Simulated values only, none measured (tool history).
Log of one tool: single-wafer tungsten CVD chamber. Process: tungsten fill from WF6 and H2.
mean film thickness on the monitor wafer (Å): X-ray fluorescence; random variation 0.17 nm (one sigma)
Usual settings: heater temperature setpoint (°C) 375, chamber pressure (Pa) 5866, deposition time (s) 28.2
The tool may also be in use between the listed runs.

run    hour  heater temperature setpoint (°C)  chamber pressure (Pa)  deposition time (s)  read-back reference wafer on the same gauge, thickness_nm  mean film thickness on the monitor wafer (Å)
  1     0.0                               375                   5866                 28.2                                                     48.900                                        576.93
  2    73.3                               375                   5866                 28.2                                                     48.916                                        575.63
      157.9  -- capacitance manometer re-zeroed and calibrated
  3   212.1                               375                   5866                 28.2                                                     48.910                                        577.29
  4   273.9                               375                   5866                 28.2                                                     48.940                                        573.13
  5   322.2                               375                   5866                 28.2                                                     48.894                                        571.83
  6   361.8                               375                   6773                 28.2                                                     48.889                                        608.44
  7   411.4                               375                   5866                 32.1                                                     48.848                                        655.44
  8   497.2                               375                   5866                 32.1                                                     48.899                                        647.05
  9   669.6                               375                   5866                 31.0                                                     48.854                                        628.06
 10   748.3                               375                   5866                 31.0                                                     48.891                                        626.13
 11   840.5                               375                   5866                 28.2                                                     48.914                                        571.18
 12   925.1                               375                   5866                 28.2                                                     48.891                                        568.83
 13   997.3                               375                   5866                 28.2                                                     48.891                                        566.15
     1043.5  -- gauge calibrated
 14  1065.3                               375                   5866                 28.2                                                     48.878                                        564.21
 15  1161.5                               375                   7159                 26.3                                                     48.892                                        570.99
 16  1208.6                               368                   5866                 28.2                                                     48.927                                        473.98
     1279.1  -- thermocouple changed; heater temperature recalibrated
 17  1313.5                               382                   5866                 28.2                                                     48.898                                        651.89
     1369.1  -- showerhead replaced
 18  1385.9                               375                   7253                 29.8                                                     48.881                                        638.94
 19  1436.7                               375                   5866                 28.2                                                     48.927                                        551.20
 20  1501.7                               375                   5866                 28.2                                                     48.917                                        549.53
 21  1566.8                               375                   4853                 31.2                                                     48.891                                        564.42
 22  1614.4                               386                   7293                 23.4                                                     48.886                                        645.69
     1639.4  -- thermocouple changed; heater temperature recalibrated, repeated, since the last time left the tool worse
 23  1657.8                               375                   5866                 28.2                                                     48.892                                        582.57
 24  1707.4                               375                   5866                 32.0                                                     48.932                                        659.15
 25  1797.2                               375                   4906                 28.2                                                     48.914                                        539.44
 26  1867.4                               375                   5866                 28.2                                                     48.877                                        583.56
     1876.3  -- capacitance manometer re-zeroed and calibrated
 27  2183.0                               389                   7133                 24.9                                                     48.861                                        769.07
 28  2435.3                               375                   5866                 28.2                                                     48.900                                        580.29

Forecast each of these 5 alternatives for the next run:
  A  2435.7                               375                   5866                 33.2                                                          ?                                             ?
  B  2435.7                               379                   5866                 28.2                                                          ?                                             ?
  C  2435.7                               381                   5866                 23.2                                                          ?                                             ?
  D  2435.7                               384                   5066                 32.3                                                          ?                                             ?
  E  2435.7                               375                   7093                 25.1                                                          ?                                             ?

run  read-back reference wafer on the same gauge, thickness_nm  mean film thickness on the monitor wafer (Å)
  A                                                     48.890                                        680.42
  B                                                     48.890                                        634.43
  C                                                     48.890                                        546.07
  D                                                     48.890                                        765.53
  E                                                     48.890                                        556.97
Without the tool's hidden state the same runs would have given:
run  mean film thickness on the monitor wafer (Å)
  A                                        682.86
  B                                        636.68
  C                                        547.97
  D                                        768.16
  E                                        558.97

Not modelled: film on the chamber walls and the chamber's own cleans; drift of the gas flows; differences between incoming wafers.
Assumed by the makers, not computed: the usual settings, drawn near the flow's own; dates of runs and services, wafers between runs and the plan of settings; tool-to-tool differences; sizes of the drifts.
